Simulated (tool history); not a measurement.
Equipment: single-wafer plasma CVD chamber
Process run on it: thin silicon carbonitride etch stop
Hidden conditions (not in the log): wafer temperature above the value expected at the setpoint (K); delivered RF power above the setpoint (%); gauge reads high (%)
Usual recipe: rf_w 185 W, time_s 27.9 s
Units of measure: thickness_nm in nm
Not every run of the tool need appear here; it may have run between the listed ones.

run,hour,rf_w,time_s,wafers since the last listed run,hours since the last thermocouple change,hours since the last RF generator calibration,hours since the showerhead was replaced,hours since the gauge calibration,"read-back reference wafer on the same gauge, thickness_nm",thickness_nm
1,0,175,27.9,0,851.5,1152.6,5822,740,16.895,15.167
2,80,185,23.8,2243,931.5,1232.6,5902,820,16.908,13.185
3,176.3,185,23.8,2700,1027.8,1328.9,5998.3,916.3,16.897,13.101
4,282.5,200,27.9,2978,1134,1435.1,6104.5,1022.5,16.891,15.796
5,375.7,200,27.9,2613,1227.2,1528.3,6197.7,1115.7,16.896,15.659
6,469.8,185,24.6,2638,1321.3,1622.4,6291.8,1209.8,16.897,13.418
7,576.5,185,24.6,2992,1428,1729.1,6398.5,1316.5,16.9,13.43
8,637.3,185,24.6,1704,1488.8,1789.9,6459.3,1377.3,16.898,13.482
9,679.6,185,27.9,1186,1531.1,1832.2,6501.6,1419.6,16.893,15.253
10,717.3,185,27.9,1057,1568.8,1869.9,6539.3,1457.3,16.904,15.265
# hour 765.5: gauge calibrated
11,823.6,185,25,2980,1675.1,1976.2,6645.6,58.1,16.903,13.7
12,923,185,30.9,2787,1774.5,2075.6,6745,157.5,16.901,16.821
13,969,195,25.6,1289,1820.5,2121.6,6791,203.5,16.904,14.153
# hour 1017.1: RF generator calibrated
14,1047.1,160,23.3,1965,1898.6,30,6869.1,281.6,16.895,12.373
# hour 1096.6: showerhead replaced
15,1114.4,185,27.9,1662,1965.9,97.3,17.8,348.9,16.895,15.392
# hour 1194: thermocouple changed; heater temperature recalibrated
16,1215.1,185,27.9,2599,21.1,198,118.5,449.6,16.884,15.498
17,1257.8,195,22.4,1197,63.8,240.7,161.2,492.3,16.903,12.564
18,1311.6,160,31.1,1508,117.6,294.5,215,546.1,16.917,16.608
19,1349.1,185,27.9,1051,155.1,332,252.5,583.6,16.887,15.458
20,1527.3,165,32,4997,333.3,510.2,430.7,761.8,16.886,17.222
21,1610.2,170,31.3,2324,416.2,593.1,513.6,844.7,16.903,16.895
22,1687.5,175,24.4,2167,493.5,670.4,590.9,922,16.924,13.369

Predict each of these 3 candidate next runs independently; none follows another, all start after run 22:
A,1687.9,185,24.1,11,493.9,670.8,591.3,922.4,?,?
B,1687.9,185,30.7,11,493.9,670.8,591.3,922.4,?,?
C,1687.9,150,22.5,11,493.9,670.8,591.3,922.4,?,?

run,"read-back reference wafer on the same gauge, thickness_nm",thickness_nm
A,16.906,13.341
B,16.906,16.995
C,16.906,11.793
The same runs, with their run-to-run variation unchanged, on a tool lacking any hidden condition would have given:
run,thickness_nm
A,13.404
B,17.075
C,11.849
